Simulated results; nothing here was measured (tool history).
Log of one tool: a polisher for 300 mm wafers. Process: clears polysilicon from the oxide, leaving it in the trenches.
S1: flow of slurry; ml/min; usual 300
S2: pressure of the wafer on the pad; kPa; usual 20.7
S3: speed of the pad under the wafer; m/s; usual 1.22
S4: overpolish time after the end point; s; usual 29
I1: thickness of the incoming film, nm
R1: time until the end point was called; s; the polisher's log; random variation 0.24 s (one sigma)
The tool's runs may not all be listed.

run     day   S1    S2    S3  S4     I1    R1
  1   0.000  370  18.6  1.22  29  363.2  26.0
  2   0.812  300  20.7  1.22  29  360.6  24.2
  3   2.142  300  20.7  1.22  40  358.7  24.8
  4   2.979  300  20.7  1.22  34  355.4  25.9
      3.779  -- worn pad replaced by a new one
  5   4.062  300  20.7  1.22  29  363.1  24.3
  6   4.950  300  20.7  1.06  29  360.7  27.7
  7   6.129  300  23.4  1.22  29  362.0  22.4
  8   6.788  300  23.4  1.22  29  356.5  22.8
  9   7.412  300  23.4  1.22  29  358.4  23.1
      8.400  -- worn pad replaced by a new one
 10   8.421  300  20.7  1.22  20  358.6  23.5
 11   9.579  300  20.7  1.22  20  360.7  24.6
      9.938  -- head pressure recalibrated
 12  11.200  205  23.4  0.80  19  363.2  34.1
 13  12.092  300  20.7  1.22  29  366.1  24.9
     12.967  -- worn pad replaced by a new one
 14  12.988  300  20.7  1.22  44  363.8  23.2
 15  13.579  300  22.8  1.22  17  358.5  21.2
 16  14.117  395  20.7  1.22  12  364.1  23.1
     14.283  -- slurry nozzle cleaned
 17  15.004  230  23.4  1.22  29  354.2  21.5
 18  16.117  300  20.7  1.22  29  362.1  24.7
     17.446  -- worn pad replaced by a new one
 19  17.512  300  26.9  1.22  42  361.7  18.9

Run 20 comes next. What will it give?
 20  18.683  300  15.9  1.34  29  361.6   ?

R1: 26.3 s
Without the tool's hidden state the same run would have given R1 24.4 s.
